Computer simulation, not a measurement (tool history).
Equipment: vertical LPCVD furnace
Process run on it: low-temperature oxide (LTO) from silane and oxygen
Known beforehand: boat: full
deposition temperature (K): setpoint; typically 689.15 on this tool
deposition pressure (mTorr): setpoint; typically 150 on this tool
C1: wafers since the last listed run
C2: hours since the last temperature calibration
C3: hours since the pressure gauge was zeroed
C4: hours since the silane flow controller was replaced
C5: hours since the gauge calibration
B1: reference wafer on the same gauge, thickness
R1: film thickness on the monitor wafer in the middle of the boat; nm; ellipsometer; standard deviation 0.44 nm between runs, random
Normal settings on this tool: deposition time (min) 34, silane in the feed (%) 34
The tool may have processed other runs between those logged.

Run 1, hour 0: usual settings but deposition pressure (mTorr) 165; C1 0; C2 2091.4; C3 2252.5; C4 3232.8; C5 397.7; B1 185.03. Result: R1 219.72 nm.
Run 2, hour 35.4: usual settings but deposition pressure (mTorr) 165; C1 400; C2 2126.8; C3 2287.9; C4 3268.2; C5 433.1; B1 184.95. Result: R1 219.69 nm.
Run 3, hour 55.7: usual settings; C1 229; C2 2147.1; C3 2308.2; C4 3288.5; C5 453.4; B1 184.93. Result: R1 199.09 nm.
Run 4, hour 74.1: usual settings; C1 208; C2 2165.5; C3 2326.6; C4 3306.9; C5 471.8; B1 185.18. Result: R1 198.65 nm.
Run 5, hour 87.6: usual settings; C1 152; C2 2179; C3 2340.1; C4 3320.4; C5 485.3; B1 185.05. Result: R1 198.08 nm.
Run 6, hour 116.7: usual settings; C1 329; C2 2208.1; C3 2369.2; C4 3349.5; C5 514.4; B1 185.02. Result: R1 198.62 nm.
Run 7, hour 129.1: usual settings; C1 140; C2 2220.5; C3 2381.6; C4 3361.9; C5 526.8; B1 185.08. Result: R1 198.16 nm.
Run 8, hour 141.9: usual settings; C1 144; C2 2233.3; C3 2394.4; C4 3374.7; C5 539.6; B1 185.08. Result: R1 197.68 nm.
At hour 160.9: gauge calibrated.
Run 9, hour 177.3: usual settings; C1 400; C2 2268.7; C3 2429.8; C4 3410.1; C5 16.4; B1 184.95. Result: R1 197.51 nm.
Run 10, hour 200.5: usual settings; C1 262; C2 2291.9; C3 2453; C4 3433.3; C5 39.6; B1 184.81. Result: R1 197.24 nm.
At hour 235.7: pressure gauge zeroed.
Run 11, hour 236.2: usual settings; C1 132; C2 2327.6; C3 0.5; C4 3469; C5 75.3; B1 184.84. Result: R1 206.21 nm.
Run 12, hour 247.7: usual settings but deposition temperature (K) 684.15, deposition pressure (mTorr) 175, deposition time (min) 47, silane in the feed (%) 39; C1 130; C2 2339.1; C3 12; C4 3480.5; C5 86.8; B1 184.99. Result: R1 373.54 nm.
Run 13, hour 283.5: usual settings; C1 404; C2 2374.9; C3 47.8; C4 3516.3; C5 122.6; B1 184.91. Result: R1 205.99 nm.
At hour 319.9: thermocouples replaced and temperature profile calibrated.
Run 14, hour 320.4: usual settings but deposition pressure (mTorr) 180, deposition time (min) 41; C1 145; C2 0.5; C3 84.7; C4 3553.2; C5 159.5; B1 185.02. Result: R1 297.91 nm.
Run 15, hour 324.2: usual settings but deposition temperature (K) 701.15, deposition pressure (mTorr) 165, deposition time (min) 46.5, silane in the feed (%) 39; C1 42; C2 4.3; C3 88.5; C4 3557; C5 163.3; B1 185.08. Result: R1 415.7 nm.
Run 16, hour 344.2: usual settings but deposition time (min) 30.5; C1 226; C2 24.3; C3 108.5; C4 3577; C5 183.3; B1 184.85. Result: R1 184.67 nm.
Run 17, hour 448.1: usual settings but deposition temperature (K) 699.15, deposition time (min) 30.5; C1 1174; C2 128.2; C3 212.4; C4 3680.9; C5 287.2; B1 185.12. Result: R1 205.75 nm.
Run 18, hour 480.6: usual settings but deposition temperature (K) 682.15, deposition time (min) 23, silane in the feed (%) 39; C1 367; C2 160.7; C3 244.9; C4 3713.4; C5 319.7; B1 185.25. Result: R1 153.17 nm.
At hour 529.2: silane flow controller replaced.
Run 19, hour 529.7: usual settings but deposition temperature (K) 683.15, deposition pressure (mTorr) 140; C1 283; C2 209.8; C3 294; C4 0.5; C5 368.8; B1 184.98. Result: R1 179.93 nm.
Run 20, hour 546.4: usual settings; C1 188; C2 226.5; C3 310.7; C4 17.2; C5 385.5; B1 184.72. Result: R1 205.32 nm.
Run 21, hour 566.8: usual settings; C1 230; C2 246.9; C3 331.1; C4 37.6; C5 405.9; B1 185.1. Result: R1 206.23 nm.
Run 22, hour 594.6: usual settings but deposition time (min) 47; C1 314; C2 274.7; C3 358.9; C4 65.4; C5 433.7; B1 185.04. Result: R1 284.63 nm.
Run 23, hour 617.2: usual settings but deposition temperature (K) 699.15; C1 255; C2 297.3; C3 381.5; C4 88; C5 456.3; B1 185.22. Result: R1 228.62 nm.
Run 24, hour 650.9: usual settings; C1 381; C2 331; C3 415.2; C4 121.7; C5 490; B1 184.79. Result: R1 205.37 nm.
Run 25, hour 679.7: usual settings but deposition temperature (K) 693.15, deposition pressure (mTorr) 130, deposition time (min) 42.5, silane in the feed (%) 37; C1 325; C2 359.8; C3 444; C4 150.5; C5 518.8; B1 184.86. Result: R1 259.99 nm.
Run 26, hour 697.5: usual settings; C1 201; C2 377.6; C3 461.8; C4 168.3; C5 536.6; B1 185.18. Result: R1 205.52 nm.
Run 27, hour 711.5: usual settings but deposition temperature (K) 700.15, deposition pressure (mTorr) 140; C1 158; C2 391.6; C3 475.8; C4 182.3; C5 550.6; B1 184.99. Result: R1 216.57 nm.
Run 28, hour 742.5: usual settings but deposition temperature (K) 678.15; C1 350; C2 422.6; C3 506.8; C4 213.3; C5 581.6; B1 184.87. Result: R1 182.63 nm.
Run 29, hour 766.8: usual settings but deposition temperature (K) 699.15, silane in the feed (%) 32; C1 274; C2 446.9; C3 531.1; C4 237.6; C5 605.9; B1 185.07. Result: R1 212.02 nm.

What will run 30 give?
Run 30, hour 780.7: usual settings but deposition temperature (K) 700.15, deposition time (min) 25; C1 157; C2 460.8; C3 545; C4 251.5; C5 619.8; B1 ?. Result: R1 ?.

Logged for run 30: B1 184.99, R1 169.21 nm.
Had the tool carried no hidden state, the very same run would have given R1 169.37 nm.

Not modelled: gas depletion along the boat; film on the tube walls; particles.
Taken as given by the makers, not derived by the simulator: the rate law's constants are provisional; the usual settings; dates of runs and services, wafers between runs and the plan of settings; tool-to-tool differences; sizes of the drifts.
